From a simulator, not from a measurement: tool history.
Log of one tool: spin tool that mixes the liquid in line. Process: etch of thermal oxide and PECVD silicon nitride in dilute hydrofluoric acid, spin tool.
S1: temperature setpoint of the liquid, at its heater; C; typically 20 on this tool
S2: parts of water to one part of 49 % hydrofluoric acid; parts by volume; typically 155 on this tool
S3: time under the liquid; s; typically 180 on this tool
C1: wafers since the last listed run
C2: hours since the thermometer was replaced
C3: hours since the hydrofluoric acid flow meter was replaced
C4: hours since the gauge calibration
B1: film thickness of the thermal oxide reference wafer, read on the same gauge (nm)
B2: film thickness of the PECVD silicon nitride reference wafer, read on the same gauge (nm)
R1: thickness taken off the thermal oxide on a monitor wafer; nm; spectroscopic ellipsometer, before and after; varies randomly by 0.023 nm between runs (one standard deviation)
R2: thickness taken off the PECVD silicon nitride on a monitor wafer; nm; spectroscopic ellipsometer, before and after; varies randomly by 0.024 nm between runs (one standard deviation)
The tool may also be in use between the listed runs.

| run | hour | S1 | S2 | S3 | C1 | C2 | C3 | C4 | B1 | B2 | R1 | R2 |
|---|---|---|---|---|---|---|---|---|---|---|---|---|
| 1 | 0 | 20 | 155 | 180 | 0 | 536.5 | 1331.7 | 954.5 | 49.973 | 50 | 4.101 | 3.227 |
| 2 | 90.4 | 20 | 155 | 180 | 403 | 626.9 | 1422.1 | 1044.9 | 49.971 | 49.997 | 4.093 | 3.259 |
| 3 | 173.9 | 23 | 120 | 180 | 372 | 710.4 | 1505.6 | 1128.4 | 49.996 | 49.998 | 6.151 | 5.013 |
| 4 | 254.4 | 23 | 120 | 180 | 359 | 790.9 | 1586.1 | 1208.9 | 49.975 | 50.007 | 6.162 | 4.961 |
| 5 | 350.1 | 23 | 120 | 180 | 426 | 886.6 | 1681.8 | 1304.6 | 49.981 | 50.003 | 6.154 | 4.978 |
| 6 | 430.9 | 20 | 155 | 180 | 360 | 967.4 | 1762.6 | 1385.4 | 49.997 | 49.967 | 4.01 | 3.176 |
| 7 | 504.7 | 20 | 155 | 180 | 329 | 1041.2 | 1836.4 | 1459.2 | 50.007 | 49.991 | 4.041 | 3.201 |
| 8 | 708.4 | 20 | 155 | 280 | 908 | 1244.9 | 2040.1 | 1662.9 | 49.984 | 50.014 | 6.233 | 4.922 |
| 9 | 803.5 | 20 | 155 | 180 | 424 | 1340 | 2135.2 | 1758 | 49.981 | 49.998 | 3.998 | 3.177 |
|  | 848.5 | hydrofluoric acid flow meter replaced |
|  | 865.1 | gauge calibrated |
| 10 | 925.1 | 24 | 155 | 220 | 537 | 1461.6 | 76.6 | 60 | 50.034 | 50.017 | 6.099 | 5.274 |
|  | 942.4 | thermometer replaced |
| 11 | 971.6 | 20 | 155 | 180 | 202 | 29.2 | 123.1 | 106.5 | 49.998 | 49.989 | 4.242 | 3.301 |
| 12 | 1113.2 | 20 | 175 | 95 | 631 | 170.8 | 264.7 | 248.1 | 49.988 | 49.999 | 1.933 | 1.545 |
| 13 | 1215.9 | 23 | 155 | 180 | 458 | 273.5 | 367.4 | 350.8 | 49.998 | 49.996 | 4.723 | 3.963 |
| 14 | 1393.7 | 24.5 | 155 | 145 | 793 | 451.3 | 545.2 | 528.6 | 49.991 | 50.005 | 4.055 | 3.509 |
| 15 | 1483.1 | 21.5 | 125 | 150 | 398 | 540.7 | 634.6 | 618 | 50.027 | 49.995 | 4.724 | 3.742 |

Branching from run 15: 3 alternative next runs. What would each branch give?
| A | 1483.6 | 20 | 155 | 180 | 2 | 541.2 | 635.1 | 618.5 | ? | ? | ? | ? |
| B | 1483.6 | 20 | 125 | 100 | 2 | 541.2 | 635.1 | 618.5 | ? | ? | ? | ? |
| C | 1483.6 | 21.5 | 195 | 180 | 2 | 541.2 | 635.1 | 618.5 | ? | ? | ? | ? |

| run | B1 | B2 | R1 | R2 |
|---|---|---|---|---|
| A | 50.035 | 50.007 | 4.191 | 3.234 |
| B | 50.035 | 50.007 | 2.982 | 2.216 |
| C | 50.035 | 50.007 | 3.386 | 2.853 |
Without the tool's unlogged condition, the same runs would have read:
| run | R1 | R2 |
|---|---|---|
| A | 4.294 | 3.301 |
| B | 3.053 | 2.262 |
| C | 3.473 | 2.912 |

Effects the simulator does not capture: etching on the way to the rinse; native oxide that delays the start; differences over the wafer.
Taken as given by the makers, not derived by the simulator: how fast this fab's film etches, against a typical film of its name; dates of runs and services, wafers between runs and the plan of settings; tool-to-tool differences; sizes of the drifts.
